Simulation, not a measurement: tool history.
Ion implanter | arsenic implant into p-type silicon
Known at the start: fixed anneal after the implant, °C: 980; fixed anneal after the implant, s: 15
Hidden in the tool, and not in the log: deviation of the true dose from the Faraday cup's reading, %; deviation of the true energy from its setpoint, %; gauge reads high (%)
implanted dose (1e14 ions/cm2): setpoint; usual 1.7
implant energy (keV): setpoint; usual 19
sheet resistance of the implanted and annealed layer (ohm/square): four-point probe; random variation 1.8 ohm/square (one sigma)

run	hour	implanted dose (1e14 ions/cm2)	implant energy (keV)	wafers since the last listed run	hours since the last dose calibration	hours since the extraction supply was calibrated	hours since the gauge calibration	read-back reference wafer on the same gauge, sheet resistance	sheet resistance of the implanted and annealed layer (ohm/square)
1	0	1.7	19	0	821.8	4154.7	174.4	437.82	418
2	30.6	1.7	19	562	852.4	4185.3	205	438.22	422.27
3	51.8	1.7	19	390	873.6	4206.5	226.2	437.61	421.97
4	75.7	1.7	19	439	897.5	4230.4	250.1	437.95	421.97
5	124.4	1.7	19	896	946.2	4279.1	298.8	437.84	417.79
6	145	1.7	19	379	966.8	4299.7	319.4	437.9	421.41
7	166	1.7	19	386	987.8	4320.7	340.4	438.35	416.25
8	178.2	1.7	19	224	1000	4332.9	352.6	438.11	418.94
9	197.8	1.92	16.5	360	1019.6	4352.5	372.2	438.16	391.69
10	220.2	1.92	16.5	412	1042	4374.9	394.6	437.9	389.39
11	237.6	1.85	19	320	1059.4	4392.3	412	437.81	392.63
# hour 253.4: gauge calibrated
12	257.1	1.7	19	358	1078.9	4411.8	3.7	438.38	416.81
13	287.1	1.7	22.5	551	1108.9	4441.8	33.7	437.83	410.73
14	303.9	1.99	15	309	1125.7	4458.6	50.5	438.13	382.45
15	335.7	1.7	19	585	1157.5	4490.4	82.3	437.77	419.68
16	358.1	1.7	19	412	1179.9	4512.8	104.7	438.58	415.31
17	392	1.7	19	623	1213.8	4546.7	138.6	437.87	415.55
18	419.1	2.14	14.5	498	1240.9	4573.8	165.7	438.14	365
19	444.4	1.7	19	465	1266.2	4599.1	191	437.76	417.39
# hour 478.2: Faraday cup replaced and dose calibrated
# hour 486.3: extraction supply calibrated
20	486.8	1.48	13.5	485	8.6	0.5	233.4	438.3	496.58
21	499.9	1.98	13	241	21.7	13.6	246.5	438.41	401.04
22	512.2	1.7	22.5	226	34	25.9	258.8	438.17	416.85

Run 23 comes next. What will it give?
23	596.4	1.2	22.5	1549	118.2	110.1	343	?	?

read-back reference wafer on the same gauge, sheet resistance: 438.24
sheet resistance of the implanted and annealed layer (ohm/square): 536.65
Without the tool's hidden state the same run would have given sheet resistance of the implanted and annealed layer (ohm/square) 537.02.
